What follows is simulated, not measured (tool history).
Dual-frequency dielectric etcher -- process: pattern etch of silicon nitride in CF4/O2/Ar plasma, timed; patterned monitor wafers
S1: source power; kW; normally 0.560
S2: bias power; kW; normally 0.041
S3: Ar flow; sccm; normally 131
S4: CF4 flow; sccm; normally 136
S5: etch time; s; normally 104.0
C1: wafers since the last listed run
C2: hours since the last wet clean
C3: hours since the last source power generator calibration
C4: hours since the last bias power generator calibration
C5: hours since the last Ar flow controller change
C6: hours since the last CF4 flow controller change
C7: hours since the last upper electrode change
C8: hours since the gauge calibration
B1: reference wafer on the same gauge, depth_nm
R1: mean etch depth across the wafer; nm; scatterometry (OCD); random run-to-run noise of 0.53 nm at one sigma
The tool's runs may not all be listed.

{"run": 1, "day": 0.0, "S1": 0.56, "S2": 0.033, "S3": 156, "S4": 136, "S5": 104.0, "C1": 0, "C2": 548.9, "C3": 2457.7, "C4": 1160.9, "C5": 137.6, "C6": 2283.1, "C7": 2246.5, "C8": 1246.2, "B1": 183.9, "R1": 179.5}
{"run": 2, "day": 4.379, "S1": 0.56, "S2": 0.034, "S3": 131, "S4": 136, "S5": 104.0, "C1": 1191, "C2": 654.0, "C3": 2562.8, "C4": 1266.0, "C5": 242.7, "C6": 2388.2, "C7": 2351.6, "C8": 1351.3, "B1": 183.9, "R1": 190.2}
{"day": 10.446, "done": "wet clean of the chamber"}
{"day": 14.108, "done": "CF4 flow controller replaced"}
{"day": 16.317, "done": "bias power generator calibrated"}
{"run": 3, "day": 17.779, "S1": 0.43, "S2": 0.041, "S3": 131, "S4": 126, "S5": 104.0, "C1": 3260, "C2": 176.0, "C3": 2884.4, "C4": 35.1, "C5": 564.3, "C6": 88.1, "C7": 2673.2, "C8": 1672.9, "B1": 183.9, "R1": 180.9}
{"run": 4, "day": 19.733, "S1": 0.64, "S2": 0.041, "S3": 131, "S4": 136, "S5": 104.0, "C1": 531, "C2": 222.9, "C3": 2931.3, "C4": 82.0, "C5": 611.2, "C6": 135.0, "C7": 2720.1, "C8": 1719.8, "B1": 184.1, "R1": 231.8}
{"day": 22.046, "done": "source power generator calibrated"}
{"run": 5, "day": 22.129, "S1": 0.63, "S2": 0.041, "S3": 131, "S4": 147, "S5": 104.0, "C1": 606, "C2": 280.4, "C3": 2.0, "C4": 139.5, "C5": 668.7, "C6": 192.5, "C7": 2777.6, "C8": 1777.3, "B1": 184.1, "R1": 220.5}
{"run": 6, "day": 24.629, "S1": 0.65, "S2": 0.035, "S3": 131, "S4": 118, "S5": 125.5, "C1": 680, "C2": 340.4, "C3": 62.0, "C4": 199.5, "C5": 728.7, "C6": 252.5, "C7": 2837.6, "C8": 1837.3, "B1": 184.0, "R1": 237.8}
{"run": 7, "day": 28.246, "S1": 0.56, "S2": 0.032, "S3": 103, "S4": 170, "S5": 87.0, "C1": 983, "C2": 427.2, "C3": 148.8, "C4": 286.3, "C5": 815.5, "C6": 339.3, "C7": 2924.4, "C8": 1924.1, "B1": 183.9, "R1": 159.3}
{"run": 8, "day": 31.638, "S1": 0.49, "S2": 0.041, "S3": 131, "S4": 136, "S5": 104.0, "C1": 922, "C2": 508.6, "C3": 230.2, "C4": 367.7, "C5": 896.9, "C6": 420.7, "C7": 3005.8, "C8": 2005.5, "B1": 183.9, "R1": 185.9}
{"run": 9, "day": 34.462, "S1": 0.56, "S2": 0.041, "S3": 131, "S4": 136, "S5": 104.0, "C1": 768, "C2": 576.4, "C3": 298.0, "C4": 435.5, "C5": 964.7, "C6": 488.5, "C7": 3073.6, "C8": 2073.3, "B1": 184.0, "R1": 202.0}
{"day": 35.262, "done": "gauge calibrated"}
{"run": 10, "day": 38.225, "S1": 0.56, "S2": 0.041, "S3": 131, "S4": 113, "S5": 104.0, "C1": 1023, "C2": 666.7, "C3": 388.3, "C4": 525.8, "C5": 1055.0, "C6": 578.8, "C7": 3163.9, "C8": 71.1, "B1": 184.0, "R1": 196.0}
{"day": 40.921, "done": "source power generator calibrated, repeated, since the last time left the tool worse"}
{"run": 11, "day": 41.379, "S1": 0.56, "S2": 0.041, "S3": 131, "S4": 136, "S5": 104.0, "C1": 812, "C2": 742.4, "C3": 11.0, "C4": 601.5, "C5": 1130.7, "C6": 654.5, "C7": 3239.6, "C8": 146.8, "B1": 184.1, "R1": 208.5}
{"day": 43.112, "done": "wet clean of the chamber"}
{"day": 45.212, "done": "upper electrode replaced"}
{"run": 12, "day": 45.233, "S1": 0.56, "S2": 0.034, "S3": 161, "S4": 136, "S5": 104.0, "C1": 504, "C2": 50.9, "C3": 103.5, "C4": 694.0, "C5": 1223.2, "C6": 747.0, "C7": 0.5, "C8": 239.3, "B1": 184.0, "R1": 179.6}
{"run": 13, "day": 48.508, "S1": 0.56, "S2": 0.041, "S3": 131, "S4": 136, "S5": 104.0, "C1": 891, "C2": 129.5, "C3": 182.1, "C4": 772.6, "C5": 1301.8, "C6": 825.6, "C7": 79.1, "C8": 317.9, "B1": 183.9, "R1": 208.5}
{"run": 14, "day": 50.833, "S1": 0.56, "S2": 0.041, "S3": 131, "S4": 136, "S5": 79.0, "C1": 632, "C2": 185.3, "C3": 237.9, "C4": 828.4, "C5": 1357.6, "C6": 881.4, "C7": 134.9, "C8": 373.7, "B1": 184.1, "R1": 158.6}
{"run": 15, "day": 55.329, "S1": 0.63, "S2": 0.041, "S3": 131, "S4": 165, "S5": 104.0, "C1": 1223, "C2": 293.2, "C3": 345.8, "C4": 936.3, "C5": 1465.5, "C6": 989.3, "C7": 242.8, "C8": 481.6, "B1": 183.9, "R1": 232.2}
{"run": 16, "day": 57.062, "S1": 0.56, "S2": 0.041, "S3": 119, "S4": 120, "S5": 104.0, "C1": 471, "C2": 334.8, "C3": 387.4, "C4": 977.9, "C5": 1507.1, "C6": 1030.9, "C7": 284.4, "C8": 523.2, "B1": 183.9, "R1": 207.0}
{"run": 17, "day": 59.767, "S1": 0.56, "S2": 0.041, "S3": 131, "S4": 136, "S5": 104.0, "C1": 735, "C2": 399.7, "C3": 452.3, "C4": 1042.8, "C5": 1572.0, "C6": 1095.8, "C7": 349.3, "C8": 588.1, "B1": 184.0, "R1": 209.9}
{"run": 18, "day": 63.342, "S1": 0.56, "S2": 0.041, "S3": 113, "S4": 123, "S5": 104.0, "C1": 972, "C2": 485.5, "C3": 538.1, "C4": 1128.6, "C5": 1657.8, "C6": 1181.6, "C7": 435.1, "C8": 673.9, "B1": 184.1, "R1": 211.5}
{"day": 72.629, "done": "wet clean of the chamber"}
{"run": 19, "day": 74.492, "S1": 0.49, "S2": 0.041, "S3": 131, "S4": 136, "S5": 104.0, "C1": 2761, "C2": 44.7, "C3": 805.7, "C4": 1396.2, "C5": 1925.4, "C6": 1449.2, "C7": 702.7, "C8": 941.5, "B1": 183.9, "R1": 192.2}

The next listed run, before its measurement:
{"day": 76.062, "done": "bias power generator calibrated"}
{"run": 20, "day": 77.567, "S1": 0.56, "S2": 0.041, "S3": 131, "S4": 155, "S5": 104.0, "C1": 791, "C2": 118.5, "C3": 879.5, "C4": 36.1, "C5": 1999.2, "C6": 1523.0, "C7": 776.5, "C8": 1015.3, "B1": "?", "R1": "?"}

{"run 20": {"B1": 184.0, "R1": 212.5}}
With no hidden state in the tool, this same run would have given R1 212.4 nm.

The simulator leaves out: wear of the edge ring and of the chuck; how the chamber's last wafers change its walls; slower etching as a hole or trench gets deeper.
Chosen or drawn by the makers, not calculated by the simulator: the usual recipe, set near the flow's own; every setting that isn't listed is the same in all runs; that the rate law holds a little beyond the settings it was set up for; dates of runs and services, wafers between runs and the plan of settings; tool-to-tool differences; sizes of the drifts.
